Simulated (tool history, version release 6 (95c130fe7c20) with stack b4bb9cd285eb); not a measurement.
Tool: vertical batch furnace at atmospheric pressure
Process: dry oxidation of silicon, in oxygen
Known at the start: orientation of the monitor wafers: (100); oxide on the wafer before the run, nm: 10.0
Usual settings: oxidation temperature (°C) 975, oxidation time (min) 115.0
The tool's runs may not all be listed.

run,hour,oxidation temperature (°C),oxidation time (min),wafers since the last listed run,hours since the last temperature calibration,hours since the boat lift was adjusted,hours since the gauge calibration,"read-back reference wafer on the same gauge, thickness",oxide thickness on the monitor wafer (angstrom)
1,0.0,982,115.0,0,3175.0,2548.2,2009.9,69.43,703.3
2,28.3,982,115.0,409,3203.3,2576.5,2038.2,69.49,702.1
3,65.1,975,115.0,532,3240.1,2613.3,2075.0,69.26,666.5
4,132.2,975,115.0,970,3307.2,2680.4,2142.1,69.33,664.8
5,188.5,975,115.0,814,3363.5,2736.7,2198.4,69.37,661.1
6,232.8,975,115.0,641,3407.8,2781.0,2242.7,69.48,668.0
7,264.1,975,115.0,452,3439.1,2812.3,2274.0,69.44,660.3
8,325.2,975,115.0,884,3500.2,2873.4,2335.1,69.35,662.5
9,374.1,975,115.0,707,3549.1,2922.3,2384.0,69.34,663.6
10,402.2,975,159.0,406,3577.2,2950.4,2412.1,69.30,832.2
11,436.8,975,159.0,500,3611.8,2985.0,2446.7,69.36,822.4
12,490.3,975,115.0,774,3665.3,3038.5,2500.2,69.45,659.0
13,514.3,989,91.5,347,3689.3,3062.5,2524.2,69.36,639.3
14,580.6,975,115.0,959,3755.6,3128.8,2590.5,69.48,665.7
15,646.0,975,139.0,946,3821.0,3194.2,2655.9,69.53,749.3
16,712.8,975,115.0,966,3887.8,3261.0,2722.7,69.47,663.0
17,751.7,975,115.0,562,3926.7,3299.9,2761.6,69.44,660.0
# hour 766.0: gauge calibrated
18,810.8,975,115.0,855,3985.8,3359.0,44.8,69.43,658.6
19,868.8,975,115.0,839,4043.8,3417.0,102.8,69.48,658.9
20,1000.0,975,115.0,1898,4175.0,3548.2,234.0,69.39,658.9
21,1069.2,975,115.0,1001,4244.2,3617.4,303.2,69.44,657.4
22,1126.5,975,115.0,829,4301.5,3674.7,360.5,69.39,657.7
23,1153.2,965,115.0,386,4328.2,3701.4,387.2,69.38,611.2
# hour 1181.0: boat lift adjusted
# hour 1181.9: thermocouples replaced and temperature profile calibrated
24,1189.6,967,115.0,166,7.7,8.6,423.6,69.47,613.8
25,1249.9,999,132.5,872,68.0,68.9,483.9,69.38,871.5
26,1320.6,975,115.0,1023,138.7,139.6,554.6,69.48,647.2
27,1350.0,975,115.0,425,168.1,169.0,584.0,69.38,649.0
28,1418.0,952,162.0,983,236.1,237.0,652.0,69.44,695.5

Forecast run 29:
29,1467.8,975,84.5,720,285.9,286.8,701.8,?,?

Run 29 gave read-back reference wafer on the same gauge, thickness 69.34, oxide thickness on the monitor wafer (angstrom) 532.9.
Without the tool's hidden state the same run would have given oxide thickness on the monitor wafer (angstrom) 528.3.

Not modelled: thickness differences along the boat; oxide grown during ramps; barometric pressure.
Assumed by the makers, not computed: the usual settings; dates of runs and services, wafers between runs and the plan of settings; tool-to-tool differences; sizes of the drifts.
